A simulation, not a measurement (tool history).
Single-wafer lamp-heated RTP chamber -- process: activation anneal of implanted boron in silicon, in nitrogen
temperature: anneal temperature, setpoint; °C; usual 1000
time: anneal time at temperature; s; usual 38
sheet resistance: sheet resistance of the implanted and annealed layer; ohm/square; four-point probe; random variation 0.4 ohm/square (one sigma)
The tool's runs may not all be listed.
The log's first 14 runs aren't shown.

run   hour  temperature  time  read-back reference wafer on the same gauge, sheet resistance  sheet resistance
 15  360.3          981    38                                                         211.02            258.65
     362.5  -- gauge calibrated
 16  441.9          981    38                                                         210.99            257.53
 17  471.1         1000    38                                                         211.01            252.75
 18  485.2          979    38                                                            211            257.98
 19  513.2          992    38                                                         211.05            252.96
 20  525.4         1000    38                                                         211.01            252.31
 21  542.8          985    38                                                            211            255.08
 22  563.6         1000    38                                                            211             251.5
 23  580.4         1000    38                                                         210.99            251.55
 24    608         1000    53                                                         211.07            250.83
 25  633.4          989    28                                                         211.14            254.08
 26  668.2         1009    55                                                         211.07             249.1
 27    704         1000    18                                                         211.04            253.06
 28  732.2          990    27                                                         211.09            253.34
       741  -- pyrometer window cleaned and pyrometer calibrated
 29  753.6         1000    38                                                            211            252.76
 30  827.8         1000    38                                                         210.99            252.34
 31  862.2         1000    38                                                         210.92            251.82
     883.2  -- reflector plate cleaned
 32  895.3         1017    58                                                         211.06            248.28
 33  916.3         1023    57                                                         210.98            248.01

Here are 4 independent what-if runs from the current tool condition. What would each one return?
  A  916.7         1000    38                                                              ?                 ?
  B  916.7         1027    57                                                              ?                 ?
  C  916.7         1010    45                                                              ?                 ?
  D  916.7         1011    49                                                              ?                 ?

run  read-back reference wafer on the same gauge, sheet resistance  sheet resistance
  A                                                         210.92            251.96
  B                                                         210.92            247.59
  C                                                         210.92            250.21
  D                                                         210.92            249.82
What these runs would have given with no unlogged condition in the tool:
run  sheet resistance
  A            253.34
  B            248.38
  C            251.12
  D            250.72
